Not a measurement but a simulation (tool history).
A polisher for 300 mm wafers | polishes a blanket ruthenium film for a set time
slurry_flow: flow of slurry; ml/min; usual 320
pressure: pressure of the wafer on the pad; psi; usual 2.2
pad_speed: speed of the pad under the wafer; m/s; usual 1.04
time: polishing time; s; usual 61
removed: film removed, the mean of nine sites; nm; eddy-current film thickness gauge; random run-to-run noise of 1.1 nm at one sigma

run	hour	slurry_flow	pressure	pad_speed	time	incoming thickness of the incoming film, nm	removed
1	0.0	320	2.4	1.04	61	276.8	87.5
2	14.2	320	2.4	1.04	61	278.8	85.2
3	26.1	320	2.2	1.04	61	281.1	79.6
4	38.4	320	2.2	1.04	61	275.6	80.0
5	52.3	320	2.2	1.04	61	281.9	80.6
# hour 66.7: worn pad replaced by a new one
6	67.2	320	2.2	1.04	61	281.4	80.5
7	94.9	320	2.2	1.04	61	282.8	79.2
8	110.4	320	2.2	1.04	61	280.1	78.1
9	127.1	320	2.2	1.04	61	277.6	79.4
10	136.5	320	2.2	1.04	61	283.1	81.5
11	148.9	320	2.2	1.04	61	280.9	77.8
# hour 161.7: worn pad replaced by a new one
12	162.2	320	2.2	1.04	61	276.9	79.0
13	171.8	320	2.2	1.04	61	280.2	79.4
14	189.6	320	2.2	1.04	61	278.0	77.4
15	201.7	320	2.2	1.04	50	276.6	64.0
16	216.3	320	2.2	1.04	50	281.8	63.7
17	228.0	320	1.5	0.86	73	282.3	52.3
18	235.2	395	1.6	1.04	70	281.9	66.6
# hour 248.8: slurry nozzle cleaned
# hour 249.2: worn pad replaced by a new one
19	250.6	215	2.9	1.16	55	276.1	107.7
20	258.4	320	2.2	1.04	61	273.7	85.8
# hour 263.8: head pressure recalibrated
21	265.7	320	2.2	1.04	61	280.9	84.7
22	312.8	375	1.9	1.04	74	277.7	87.5
# hour 338.9: worn pad replaced by a new one
23	365.2	320	2.9	0.88	53	277.7	80.2
24	381.9	320	2.2	1.04	61	280.1	80.8
25	391.1	230	1.8	1.04	61	282.2	65.3
26	404.5	320	2.0	1.04	61	281.1	74.1
# hour 426.1: worn pad replaced by a new one
27	426.6	320	2.2	0.70	80	284.3	74.5
28	431.9	320	1.8	0.94	61	278.4	60.7
29	440.6	220	2.5	1.04	51	280.3	72.5
30	458.2	320	2.2	1.04	61	277.6	83.5
31	470.4	390	2.2	1.34	45	282.7	80.8
32	479.1	390	2.2	1.34	45	284.2	79.6
33	510.9	290	2.9	1.30	61	281.9	130.2

How would selected steps in removed from run to run divide? Give the signed amount a tool lacking its hidden state would still show from settings, what came in and random variation, and the signed amount left for the hidden state, including any gauge scatter that is not in both of the compared results.
Hidden state present: removal rate lost through wear of the pad, %; slurry flow missing at the pad, %; deviation of the head's pressure from its setpoint, %.
Run 18 -> 19: slurry_flow 395 -> 215, pressure 1.6 -> 2.9, pad_speed 1.04 -> 1.16, time 70 -> 55, slurry nozzle cleaned, worn pad replaced by a new one. removed +41.1 nm: hidden state +3.8, all else +37.3.
Run 19 -> 20: slurry_flow 215 -> 320, pressure 2.9 -> 2.2, pad_speed 1.16 -> 1.04, time 55 -> 61. removed -21.9 nm: hidden state +0.0, all else -21.9.
Run 28 -> 29: slurry_flow 320 -> 220, pressure 1.8 -> 2.5, pad_speed 0.94 -> 1.04, time 61 -> 51. removed +11.8 nm: hidden state -1.7, all else +13.5.
Run 32 -> 33: slurry_flow 390 -> 290, pressure 2.2 -> 2.9, pad_speed 1.34 -> 1.30, time 45 -> 61. removed +50.6 nm: hidden state -3.6, all else +54.2.

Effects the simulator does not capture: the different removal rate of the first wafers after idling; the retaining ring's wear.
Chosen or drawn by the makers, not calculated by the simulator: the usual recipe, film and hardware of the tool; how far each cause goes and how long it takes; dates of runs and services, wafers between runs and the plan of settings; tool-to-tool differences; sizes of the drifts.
